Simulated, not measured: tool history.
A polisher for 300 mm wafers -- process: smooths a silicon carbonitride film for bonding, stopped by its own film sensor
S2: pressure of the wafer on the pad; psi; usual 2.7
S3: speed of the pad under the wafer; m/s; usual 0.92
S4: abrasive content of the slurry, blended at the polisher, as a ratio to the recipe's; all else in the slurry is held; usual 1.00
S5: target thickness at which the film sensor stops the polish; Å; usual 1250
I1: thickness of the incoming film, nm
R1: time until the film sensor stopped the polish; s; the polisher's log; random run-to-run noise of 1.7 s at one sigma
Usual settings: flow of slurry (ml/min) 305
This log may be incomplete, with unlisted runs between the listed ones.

run 1 hour=0.0 | flow_of_slurry_(ml/min)=305 S2=2.7 S3=0.92 S4=1.00 S5=1250 | I1=162.1 | R1=134.7
run 2 hour=13.6 | flow_of_slurry_(ml/min)=305 S2=2.7 S3=0.92 S4=1.00 S5=1250 | I1=161.5 | R1=135.0
run 3 hour=21.6 | flow_of_slurry_(ml/min)=305 S2=2.7 S3=1.10 S4=1.00 S5=1320 | I1=160.5 | R1=89.7
run 4 hour=28.9 | flow_of_slurry_(ml/min)=305 S2=2.7 S3=1.10 S4=1.00 S5=1320 | I1=158.7 | R1=82.4
run 5 hour=37.4 | flow_of_slurry_(ml/min)=305 S2=2.7 S3=1.10 S4=1.00 S5=1320 | I1=161.2 | R1=93.0
-- hour=55.9 worn pad replaced by a new one
run 6 hour=56.4 | flow_of_slurry_(ml/min)=305 S2=2.7 S3=0.80 S4=1.00 S5=1250 | I1=157.1 | R1=134.0
run 7 hour=69.2 | flow_of_slurry_(ml/min)=305 S2=2.7 S3=0.80 S4=1.00 S5=1250 | I1=160.5 | R1=145.2
-- hour=87.9 head pressure recalibrated
run 8 hour=111.9 | flow_of_slurry_(ml/min)=305 S2=2.7 S3=0.92 S4=1.00 S5=1250 | I1=158.7 | R1=124.6
run 9 hour=119.1 | flow_of_slurry_(ml/min)=305 S2=2.7 S3=0.92 S4=1.00 S5=1250 | I1=162.4 | R1=142.1
run 10 hour=130.1 | flow_of_slurry_(ml/min)=305 S2=2.7 S3=0.76 S4=1.00 S5=1250 | I1=159.4 | R1=152.4
run 11 hour=139.3 | flow_of_slurry_(ml/min)=250 S2=3.5 S3=1.14 S4=1.00 S5=1250 | I1=159.3 | R1=86.2
run 12 hour=153.7 | flow_of_slurry_(ml/min)=305 S2=3.2 S3=0.92 S4=1.00 S5=1150 | I1=161.1 | R1=150.0
run 13 hour=167.0 | flow_of_slurry_(ml/min)=305 S2=2.7 S3=0.92 S4=1.00 S5=1250 | I1=157.5 | R1=129.7
run 14 hour=183.7 | flow_of_slurry_(ml/min)=305 S2=2.7 S3=1.10 S4=1.00 S5=1320 | I1=160.6 | R1=95.2
-- hour=191.1 worn pad replaced by a new one
run 15 hour=222.5 | flow_of_slurry_(ml/min)=405 S2=2.9 S3=0.92 S4=1.00 S5=1160 | I1=159.5 | R1=157.6
run 16 hour=237.2 | flow_of_slurry_(ml/min)=305 S2=2.7 S3=0.92 S4=1.00 S5=1250 | I1=159.2 | R1=138.2
-- hour=258.7 slurry blender recalibrated
run 17 hour=282.3 | flow_of_slurry_(ml/min)=280 S2=2.7 S3=0.92 S4=1.15 S5=1160 | I1=159.4 | R1=153.6
-- hour=293.1 slurry nozzle cleaned
run 18 hour=299.7 | flow_of_slurry_(ml/min)=370 S2=2.7 S3=1.22 S4=1.00 S5=1250 | I1=160.3 | R1=100.3
run 19 hour=316.1 | flow_of_slurry_(ml/min)=305 S2=2.7 S3=0.92 S4=1.15 S5=1370 | I1=159.6 | R1=78.6
-- hour=323.1 worn pad replaced by a new one
run 20 hour=367.7 | flow_of_slurry_(ml/min)=305 S2=2.7 S3=0.92 S4=1.00 S5=1250 | I1=160.2 | R1=125.2
run 21 hour=374.5 | flow_of_slurry_(ml/min)=215 S2=2.7 S3=0.92 S4=1.00 S5=1250 | I1=160.6 | R1=131.7
run 22 hour=388.3 | flow_of_slurry_(ml/min)=360 S2=2.7 S3=0.74 S4=1.15 S5=1250 | I1=162.0 | R1=154.4
run 23 hour=394.6 | flow_of_slurry_(ml/min)=305 S2=3.2 S3=0.92 S4=1.00 S5=1150 | I1=162.1 | R1=147.5
run 24 hour=406.5 | flow_of_slurry_(ml/min)=340 S2=2.7 S3=0.92 S4=1.00 S5=1200 | I1=160.8 | R1=149.9
run 25 hour=413.1 | flow_of_slurry_(ml/min)=230 S2=2.7 S3=0.92 S4=1.20 S5=1250 | I1=158.5 | R1=119.4
run 26 hour=423.1 | flow_of_slurry_(ml/min)=210 S2=2.7 S3=0.92 S4=1.20 S5=1250 | I1=159.5 | R1=122.9
run 27 hour=437.8 | flow_of_slurry_(ml/min)=210 S2=2.7 S3=0.92 S4=1.00 S5=1290 | I1=162.3 | R1=127.3
run 28 hour=445.7 | flow_of_slurry_(ml/min)=305 S2=2.7 S3=0.74 S4=1.00 S5=1250 | I1=159.5 | R1=150.5
run 29 hour=458.1 | flow_of_slurry_(ml/min)=305 S2=3.4 S3=0.92 S4=1.00 S5=1250 | I1=160.8 | R1=110.2
run 30 hour=466.9 | flow_of_slurry_(ml/min)=305 S2=2.7 S3=0.92 S4=1.00 S5=1250 | I1=156.8 | R1=120.4
run 31 hour=481.2 | flow_of_slurry_(ml/min)=305 S2=2.7 S3=0.64 S4=1.15 S5=1200 | I1=160.1 | R1=193.6

Pick out some run-to-run changes in R1. Of each, how much would a tool without hidden state show as well, from the settings, what came in and chance, and how much is left for the hidden state and any gauge scatter not in both results compared?
Unlogged tool condition in this case: removal rate lost through wear of the pad, %; slurry flow missing at the pad, %; deviation of the head's pressure from its setpoint, %; abrasive missing from the slurry, %.
Run 10 -> 11: flow of slurry (ml/min) 305 -> 250, S2 2.7 -> 3.5, S3 0.76 -> 1.14. R1 -66.2 s: hidden state -3.0, all else -63.2.
Run 11 -> 12: flow of slurry (ml/min) 250 -> 305, S2 3.5 -> 3.2, S3 1.14 -> 0.92, S5 1250 -> 1150. R1 +63.8 s: hidden state +4.7, all else +59.1.
Run 14 -> 15: flow of slurry (ml/min) 305 -> 405, S2 2.7 -> 2.9, S3 1.10 -> 0.92, S5 1320 -> 1160, worn pad replaced by a new one. R1 +62.4 s: hidden state +9.4, all else +53.0.
Run 16 -> 17: flow of slurry (ml/min) 305 -> 280, S4 1.00 -> 1.15, S5 1250 -> 1160, slurry blender recalibrated. R1 +15.4 s: hidden state -15.6, all else +31.0.
Run 30 -> 31: S3 0.92 -> 0.64, S4 1.00 -> 1.15, S5 1250 -> 1200. R1 +73.2 s: hidden state +4.6, all else +68.6.
